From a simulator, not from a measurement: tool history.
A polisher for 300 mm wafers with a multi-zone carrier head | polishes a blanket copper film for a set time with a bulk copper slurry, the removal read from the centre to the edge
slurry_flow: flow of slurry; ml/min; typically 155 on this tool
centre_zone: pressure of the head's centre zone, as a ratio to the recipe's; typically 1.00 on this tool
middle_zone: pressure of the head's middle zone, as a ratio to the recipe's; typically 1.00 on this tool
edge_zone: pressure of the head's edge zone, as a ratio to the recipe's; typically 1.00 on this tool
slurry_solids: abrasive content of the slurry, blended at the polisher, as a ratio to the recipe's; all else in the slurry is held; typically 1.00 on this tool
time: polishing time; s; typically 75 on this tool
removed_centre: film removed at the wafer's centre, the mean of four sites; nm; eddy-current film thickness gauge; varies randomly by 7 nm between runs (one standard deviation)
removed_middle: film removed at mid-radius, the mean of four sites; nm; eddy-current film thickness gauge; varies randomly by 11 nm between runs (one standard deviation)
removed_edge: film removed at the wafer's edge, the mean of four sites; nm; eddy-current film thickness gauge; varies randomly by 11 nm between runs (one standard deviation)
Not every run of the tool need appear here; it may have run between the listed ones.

run	hour	slurry_flow	centre_zone	middle_zone	edge_zone	slurry_solids	time	incoming thickness of the incoming film, nm	removed_centre	removed_middle	removed_edge
1	0.0	155	1.00	1.00	1.00	0.90	75	2536.1	694.8	698.9	716.8
2	168.7	155	1.00	0.91	1.00	1.25	75	2501.1	759.3	715.0	800.8
# hour 174.5: carrier head's membrane replaced by a new one
3	229.0	155	0.92	1.00	1.00	0.80	75	2527.3	617.3	687.0	674.7
4	266.8	195	1.00	0.92	1.00	1.15	54	2540.6	551.9	531.5	565.1
5	338.3	200	1.07	0.95	1.10	1.00	75	2475.5	787.8	705.4	796.2
# hour 342.8: edge zone pressure recalibrated
6	368.8	155	1.00	1.00	1.00	1.00	75	2482.5	711.5	715.2	728.1
# hour 413.9: slurry nozzle cleaned
7	421.0	155	1.00	1.00	1.00	1.00	75	2492.5	715.0	699.4	755.0
# hour 431.1: worn pad replaced by a new one
8	482.6	155	1.00	1.00	1.00	1.00	75	2515.4	704.0	721.1	747.1
9	533.1	155	1.00	1.00	1.00	1.00	90	2554.8	847.9	903.3	888.5
10	562.6	155	1.00	1.03	1.06	1.15	95	2530.6	936.8	977.3	982.6
11	625.7	155	1.00	1.07	1.04	1.00	75	2530.4	698.8	766.1	749.2
12	657.9	205	1.09	1.10	1.00	1.00	75	2518.0	813.4	822.0	757.9
13	687.8	155	1.00	1.00	1.00	1.00	75	2509.1	697.7	732.4	718.0
14	729.1	155	1.00	1.06	1.00	1.00	61	2506.3	558.4	622.3	588.5
15	782.7	155	1.00	1.00	1.00	1.00	75	2518.1	690.4	728.1	735.3
16	827.2	195	1.00	0.93	1.00	1.00	55	2517.9	529.5	522.9	563.4
# hour 866.4: worn pad replaced by a new one
17	886.9	155	1.00	1.00	1.00	1.15	63	2494.4	604.6	640.6	642.6
18	924.0	155	1.00	1.00	1.00	1.00	75	2516.0	690.8	725.3	737.2
19	982.0	155	1.04	1.08	1.00	1.00	75	2465.7	700.2	761.4	743.7
20	1023.0	155	1.00	1.00	1.00	1.00	61	2500.3	544.5	595.8	599.7
21	1080.9	155	0.94	1.00	1.00	0.90	75	2506.5	618.5	710.7	719.0

Predict each of these 4 candidate next runs independently; none follows another, all start after run 21:
A	1081.3	155	1.00	0.95	1.00	1.00	75	2530.9	?	?	?
B	1081.3	155	1.00	1.00	0.95	1.00	75	2530.9	?	?	?
C	1081.3	155	1.00	1.08	1.00	0.85	75	2530.9	?	?	?
D	1081.3	155	1.06	1.05	1.10	1.00	75	2530.9	?	?	?

run	removed_centre	removed_middle	removed_edge
A	665.8	679.0	756.9
B	666.1	709.0	738.1
C	638.9	725.6	724.4
D	704.5	738.5	792.3
With the hidden condition removed and each run's random variation left untouched, the same runs would have given:
run	removed_centre	removed_middle	removed_edge
A	731.1	678.7	756.9
B	731.4	708.6	738.1
C	701.6	725.2	724.4
D	773.2	738.2	792.3

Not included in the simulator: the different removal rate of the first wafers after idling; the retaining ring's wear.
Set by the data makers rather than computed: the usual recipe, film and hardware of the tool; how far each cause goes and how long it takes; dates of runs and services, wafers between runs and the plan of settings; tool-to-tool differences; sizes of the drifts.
